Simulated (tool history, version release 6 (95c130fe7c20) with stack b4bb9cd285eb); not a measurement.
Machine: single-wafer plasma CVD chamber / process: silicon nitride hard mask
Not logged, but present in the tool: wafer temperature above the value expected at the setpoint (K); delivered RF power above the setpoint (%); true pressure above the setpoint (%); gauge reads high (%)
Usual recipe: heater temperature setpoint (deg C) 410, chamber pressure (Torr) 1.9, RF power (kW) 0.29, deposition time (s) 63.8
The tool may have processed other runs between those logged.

run     day  heater temperature setpoint (deg C)  chamber pressure (Torr)  RF power (kW)  deposition time (s)  wafers since the last listed run  hours since the last thermocouple change  hours since the last RF generator calibration  hours since the last manometer calibration  hours since the showerhead was replaced  hours since the gauge calibration  read-back reference wafer on the same gauge, thickness_nm  mean film thickness on the monitor wafer (Å)
  1       0                                  410                     2.02           0.29                 63.8                                 0                                    2392.6                                         1798.5                                      1218.1                                   4521.3                                103                                                     62.413                                        753.63
  2   2.033                                  410                     2.02           0.29                 63.8                               862                                    2441.4                                         1847.3                                      1266.9                                   4570.1                              151.8                                                     62.302                                        755.73
  3   6.492                                  406                      1.9           0.29                 69.2                              1892                                    2548.4                                         1954.3                                      1373.9                                   4677.1                              258.8                                                     61.884                                        796.84
  4   8.238                                  406                      1.9           0.29                 69.2                               740                                    2590.3                                         1996.2                                      1415.8                                     4719                              300.7                                                     61.768                                        797.74
  5  12.542                                  406                      1.9           0.29                 69.2                              1826                                    2693.6                                         2099.5                                      1519.1                                   4822.3                                404                                                     61.634                                        794.31
       14.2  -- RF generator calibrated
  6  14.246                                  410                      1.9           0.29                 63.8                               581                                    2734.5                                            1.1                                        1560                                   4863.2                              444.9                                                     61.523                                        733.45
     15.383  -- showerhead replaced
  7  17.129                                  410                      1.9           0.29                 63.8                              1082                                    2803.7                                           70.3                                      1629.2                                     41.9                              514.1                                                      61.46                                        730.02
     19.067  -- thermocouple changed; heater temperature recalibrated
  8  19.192                                  421                      1.9           0.26                 63.8                               733                                         3                                          119.8                                      1678.7                                     91.4                              563.6                                                      61.48                                         679.3
  9  21.579                                  421                      1.9           0.26                 63.8                              1013                                      60.3                                          177.1                                        1736                                    148.7                              620.9                                                     61.451                                        679.22
     22.717  -- gauge calibrated
     24.038  -- capacitance manometer re-zeroed and calibrated
 10  24.071                                  422                      1.9           0.29                 58.8                               915                                     120.1                                          236.9                                         0.8                                    208.5                               32.5                                                     62.799                                        686.33
 11  26.267                                  410                      1.9           0.29                 63.8                               931                                     172.8                                          289.6                                        53.5                                    261.2                               85.2                                                     62.488                                        740.33
 12    30.5                                  410                     1.49           0.29                 63.8                              1796                                     274.4                                          391.2                                       155.1                                    362.8                              186.8                                                     62.105                                        676.48
 13  32.862                                  422                      1.9           0.29                 58.8                              1002                                     331.1                                          447.9                                       211.8                                    419.5                              243.5                                                      61.86                                        676.39
 14  34.646                                  395                     1.53           0.34                 76.5                               756                                     373.9                                          490.7                                       254.6                                    462.3                              286.3                                                     61.789                                        907.23
 15  38.929                                  410                      1.7           0.29                 63.8                              1817                                     476.7                                          593.5                                       357.4                                    565.1                              389.1                                                     61.535                                        710.75
 16   41.25                                  410                     2.23          0.245                 63.8                               984                                     532.4                                          649.2                                       413.1                                    620.8                              444.8                                                     61.487                                        689.13
 17  43.188                                  410                     2.12           0.29                   54                               822                                     578.9                                          695.7                                       459.6                                    667.3                              491.3                                                     61.422                                        640.73
 18  45.104                                  417                      1.9           0.29                 63.8                               813                                     624.9                                          741.7                                       505.6                                    713.3                              537.3                                                     61.405                                        729.54

What if the next run were any one of these 4? Each begins from the tool's condition after run 18:
  A  45.121                                  410                      1.9           0.29                 63.8                                 7                                     625.3                                          742.1                                         506                                    713.7                              537.7                                                          ?                                             ?
  B  45.121                                  405                      1.7          0.265                 63.8                                 7                                     625.3                                          742.1                                         506                                    713.7                              537.7                                                          ?                                             ?
  C  45.121                                  410                      1.9          0.315                 59.9                                 7                                     625.3                                          742.1                                         506                                    713.7                              537.7                                                          ?                                             ?
  D  45.121                                  410                      1.9           0.26                 63.8                                 7                                     625.3                                          742.1                                         506                                    713.7                              537.7                                                          ?                                             ?

run  read-back reference wafer on the same gauge, thickness_nm  mean film thickness on the monitor wafer (Å)
  A                                                     61.492                                        732.47
  B                                                     61.492                                        671.59
  C                                                     61.492                                        721.87
  D                                                     61.492                                        686.32
What these runs would have given with no unlogged condition in the tool:
run  mean film thickness on the monitor wafer (Å)
  A                                        751.53
  B                                        689.07
  C                                        740.66
  D                                        704.18
